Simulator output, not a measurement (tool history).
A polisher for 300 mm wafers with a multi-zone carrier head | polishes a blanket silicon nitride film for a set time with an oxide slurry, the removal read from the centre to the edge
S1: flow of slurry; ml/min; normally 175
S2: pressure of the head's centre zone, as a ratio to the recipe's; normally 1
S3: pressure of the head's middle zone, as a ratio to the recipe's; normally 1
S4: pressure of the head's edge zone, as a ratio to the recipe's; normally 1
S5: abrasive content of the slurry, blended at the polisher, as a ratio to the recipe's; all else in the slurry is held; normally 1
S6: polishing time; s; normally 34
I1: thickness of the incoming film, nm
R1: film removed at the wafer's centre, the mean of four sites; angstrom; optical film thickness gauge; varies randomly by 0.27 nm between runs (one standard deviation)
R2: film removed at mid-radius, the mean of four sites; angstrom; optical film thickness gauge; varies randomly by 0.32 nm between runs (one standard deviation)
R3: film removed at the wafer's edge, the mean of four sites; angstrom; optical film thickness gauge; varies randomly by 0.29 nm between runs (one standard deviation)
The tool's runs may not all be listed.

Run 1, hour 0: usual settings but S4 0.95; I1 382.4. Result: R1 274 angstrom, R2 280 angstrom, R3 265 angstrom.
Run 2, hour 10.4: usual settings but S4 0.95; I1 383.7. Result: R1 272 angstrom, R2 276 angstrom, R3 267 angstrom.
Run 3, hour 22.7: usual settings but S1 135 ml/min; I1 379.9. Result: R1 261 angstrom, R2 259 angstrom, R3 271 angstrom.
Run 4, hour 31.5: usual settings but S1 135 ml/min; I1 375.3. Result: R1 258 angstrom, R2 269 angstrom, R3 273 angstrom.
Run 5, hour 42: usual settings but S1 135 ml/min; I1 378.9. Result: R1 257 angstrom, R2 267 angstrom, R3 268 angstrom.
Run 6, hour 54.3: usual settings but S4 1.05; I1 374. Result: R1 278 angstrom, R2 273 angstrom, R3 286 angstrom.
Run 7, hour 76.6: usual settings but S4 1.05; I1 375.1. Result: R1 269 angstrom, R2 269 angstrom, R3 277 angstrom.
Run 8, hour 77.7: usual settings but S4 1.05; I1 376.3. Result: R1 271 angstrom, R2 269 angstrom, R3 278 angstrom.
Run 9, hour 122.6: usual settings; I1 378. Result: R1 275 angstrom, R2 278 angstrom, R3 282 angstrom.
Run 10, hour 129.3: usual settings; I1 384.8. Result: R1 281 angstrom, R2 279 angstrom, R3 281 angstrom.
Run 11, hour 136.5: usual settings but S2 0.91, S3 0.95, S4 0.91, S6 45 s; I1 382.3. Result: R1 347 angstrom, R2 370 angstrom, R3 374 angstrom.
Run 12, hour 153.8: usual settings; I1 379.8. Result: R1 288 angstrom, R2 288 angstrom, R3 287 angstrom.
Run 13, hour 162: usual settings but S3 1.06, S5 1.15; I1 379.1. Result: R1 300 angstrom, R2 312 angstrom, R3 298 angstrom.
Run 14, hour 168.3: usual settings but S4 0.89, S6 37 s; I1 381.2. Result: R1 303 angstrom, R2 308 angstrom, R3 295 angstrom.
Run 15, hour 176.3: usual settings but S3 0.91, S6 42 s; I1 382.3. Result: R1 344 angstrom, R2 324 angstrom, R3 349 angstrom.
Run 16, hour 188.2: usual settings but S2 1.05, S6 38 s; I1 381.5. Result: R1 328 angstrom, R2 307 angstrom, R3 311 angstrom.
Run 17, hour 208.4: usual settings; I1 380.3. Result: R1 290 angstrom, R2 287 angstrom, R3 287 angstrom.
Run 18, hour 214: usual settings but S1 210 ml/min, S2 0.95; I1 383.3. Result: R1 282 angstrom, R2 293 angstrom, R3 293 angstrom.
Run 19, hour 228.5: usual settings but S2 1.08; I1 387.7. Result: R1 308 angstrom, R2 283 angstrom, R3 286 angstrom.
Run 20, hour 236.3: usual settings but S1 145 ml/min; I1 372.8. Result: R1 269 angstrom, R2 277 angstrom, R3 281 angstrom.
Run 21, hour 248.6: usual settings but S2 1.05, S6 38 s; I1 375.6. Result: R1 327 angstrom, R2 310 angstrom, R3 314 angstrom.

Withheld: 7 entries from between the runs. Position of each, and hidden state at the listed run before versus the listed run after:
Logged between run 2 and run 3: worn pad replaced by a new one (hour 22.2)
  removal rate lost through wear of the pad, %: 5.41 -> 1.78; slurry flow missing at the pad, %: 8.71 -> 9.7
  the result without the hidden state subtracted from the measured one, R1: -21 -> -12 angstrom; R2: -21 -> -12 angstrom; R3: -19 -> -10 angstrom
Logged between run 6 and run 7: carrier head's membrane replaced by a new one (hour 76.1)
  removal rate lost through wear of the pad, %: 2.62 -> 4.19; slurry flow missing at the pad, %: 12.3 -> 14.1
  the result without the hidden state subtracted from the measured one, R1: -16 -> -21 angstrom; R2: -15 -> -21 angstrom; R3: -13 -> -19 angstrom
Logged between run 8 and run 9: edge zone pressure recalibrated (hour 101.1); worn pad replaced by a new one (hour 118)
  removal rate lost through wear of the pad, %: 4.28 -> 0.03; slurry flow missing at the pad, %: 14.1 -> 17.8
  the result without the hidden state subtracted from the measured one, R1: -22 -> -13 angstrom; R2: -21 -> -11 angstrom; R3: -19 -> -8 angstrom
Logged between run 10 and run 11: slurry nozzle cleaned (hour 133.1)
  removal rate lost through wear of the pad, %: 0.116 -> 0.29; slurry flow missing at the pad, %: 18.3 -> 0.298
  the result without the hidden state subtracted from the measured one, R1: -13 -> -2 angstrom; R2: -12 -> -1 angstrom; R3: -8 -> -1 angstrom
Logged between run 11 and run 12: centre zone pressure recalibrated (hour 150.3)
  removal rate lost through wear of the pad, %: 0.29 -> 1.05; slurry flow missing at the pad, %: 0.298 -> 1.7
  the result without the hidden state subtracted from the measured one, R1: -2 -> -4 angstrom; R2: -1 -> -4 angstrom; R3: -1 -> -4 angstrom
Logged between run 16 and run 17: worn pad replaced by a new one (hour 207.9)
  removal rate lost through wear of the pad, %: 4.01 -> 0.949; slurry flow missing at the pad, %: 4.48 -> 6.11
  the result without the hidden state subtracted from the measured one, R1: -17 -> -7 angstrom; R2: -16 -> -7 angstrom; R3: -15 -> -5 angstrom

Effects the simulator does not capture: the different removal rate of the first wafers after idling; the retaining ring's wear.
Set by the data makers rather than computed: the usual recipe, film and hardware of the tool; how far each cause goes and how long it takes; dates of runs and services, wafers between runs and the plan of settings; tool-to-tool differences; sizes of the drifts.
